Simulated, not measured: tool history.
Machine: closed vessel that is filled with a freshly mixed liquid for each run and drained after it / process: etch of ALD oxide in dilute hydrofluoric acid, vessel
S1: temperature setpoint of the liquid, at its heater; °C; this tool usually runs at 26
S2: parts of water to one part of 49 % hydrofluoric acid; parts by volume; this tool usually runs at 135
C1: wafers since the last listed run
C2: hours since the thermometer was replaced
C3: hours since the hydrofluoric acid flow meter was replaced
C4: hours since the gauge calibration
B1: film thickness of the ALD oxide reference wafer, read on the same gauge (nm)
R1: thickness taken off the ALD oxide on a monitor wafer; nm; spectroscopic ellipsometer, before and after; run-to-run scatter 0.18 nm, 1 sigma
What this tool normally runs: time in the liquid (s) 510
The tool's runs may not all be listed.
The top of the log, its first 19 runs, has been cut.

run 20 hour=1047 | S1=21.5 S2=170 time_in_the_liquid_(s)=590 | C1=2952 C2=1789.5 C3=85.4 C4=99.7 | B1=40 | R1=36.9
run 21 hour=1111.3 | S1=26 S2=110 time_in_the_liquid_(s)=510 | C1=3132 C2=1853.8 C3=149.7 C4=164 | B1=39.97 | R1=62.99
run 22 hour=1170.8 | S1=27.5 S2=135 time_in_the_liquid_(s)=790 | C1=2898 C2=1913.3 C3=209.2 C4=223.5 | B1=40 | R1=80.99
-- hour=1237.5 thermometer replaced
run 23 hour=1238.1 | S1=26 S2=135 time_in_the_liquid_(s)=410 | C1=3229 C2=0.6 C3=276.5 C4=290.8 | B1=40.01 | R1=41.3
run 24 hour=1306.8 | S1=22 S2=70 time_in_the_liquid_(s)=275 | C1=3346 C2=69.3 C3=345.2 C4=359.5 | B1=39.98 | R1=49.21
run 25 hour=1372.8 | S1=26 S2=135 time_in_the_liquid_(s)=510 | C1=3215 C2=135.3 C3=411.2 C4=425.5 | B1=40.01 | R1=50.83
run 26 hour=1440.7 | S1=26 S2=135 time_in_the_liquid_(s)=510 | C1=3307 C2=203.2 C3=479.1 C4=493.4 | B1=39.98 | R1=51.07
run 27 hour=1483.1 | S1=29.5 S2=175 time_in_the_liquid_(s)=255 | C1=2065 C2=245.6 C3=521.5 C4=535.8 | B1=40 | R1=21.35
run 28 hour=1514.5 | S1=26 S2=135 time_in_the_liquid_(s)=510 | C1=1529 C2=277 C3=552.9 C4=567.2 | B1=39.99 | R1=50.75
run 29 hour=1569 | S1=26 S2=135 time_in_the_liquid_(s)=510 | C1=2655 C2=331.5 C3=607.4 C4=621.7 | B1=40.01 | R1=50.68
run 30 hour=1599.4 | S1=26 S2=135 time_in_the_liquid_(s)=510 | C1=1480 C2=361.9 C3=637.8 C4=652.1 | B1=39.98 | R1=50.71
run 31 hour=1641.4 | S1=28.5 S2=135 time_in_the_liquid_(s)=280 | C1=2046 C2=403.9 C3=679.8 C4=694.1 | B1=39.97 | R1=30.81
run 32 hour=1694 | S1=26 S2=135 time_in_the_liquid_(s)=510 | C1=2562 C2=456.5 C3=732.4 C4=746.7 | B1=40.03 | R1=50.78
run 33 hour=1743.4 | S1=26 S2=135 time_in_the_liquid_(s)=420 | C1=2406 C2=505.9 C3=781.8 C4=796.1 | B1=39.99 | R1=41.96
run 34 hour=1802.6 | S1=24 S2=135 time_in_the_liquid_(s)=390 | C1=2884 C2=565.1 C3=841 C4=855.3 | B1=40.02 | R1=36.01

Each row is a separate what-if for the run after 34, all from the same tool condition, not one after another. Results?
run A hour=1803.4 | S1=26 S2=135 time_in_the_liquid_(s)=510 | C1=38 C2=565.9 C3=841.8 C4=856.1 | B1=? | R1=?
run B hour=1803.4 | S1=28.5 S2=135 time_in_the_liquid_(s)=255 | C1=38 C2=565.9 C3=841.8 C4=856.1 | B1=? | R1=?
run C hour=1803.4 | S1=26 S2=180 time_in_the_liquid_(s)=510 | C1=38 C2=565.9 C3=841.8 C4=856.1 | B1=? | R1=?
run D hour=1803.4 | S1=21.5 S2=135 time_in_the_liquid_(s)=510 | C1=38 C2=565.9 C3=841.8 C4=856.1 | B1=? | R1=?

run=A B1=40.01 R1=50.96
run=B B1=40.01 R1=27.98
run=C B1=40.01 R1=36.24
run=D B1=40.01 R1=42.79
Without the tool's unlogged condition, the same runs would have read:
run=A R1=51.37
run=B R1=28.2
run=C R1=36.52
run=D R1=43.15
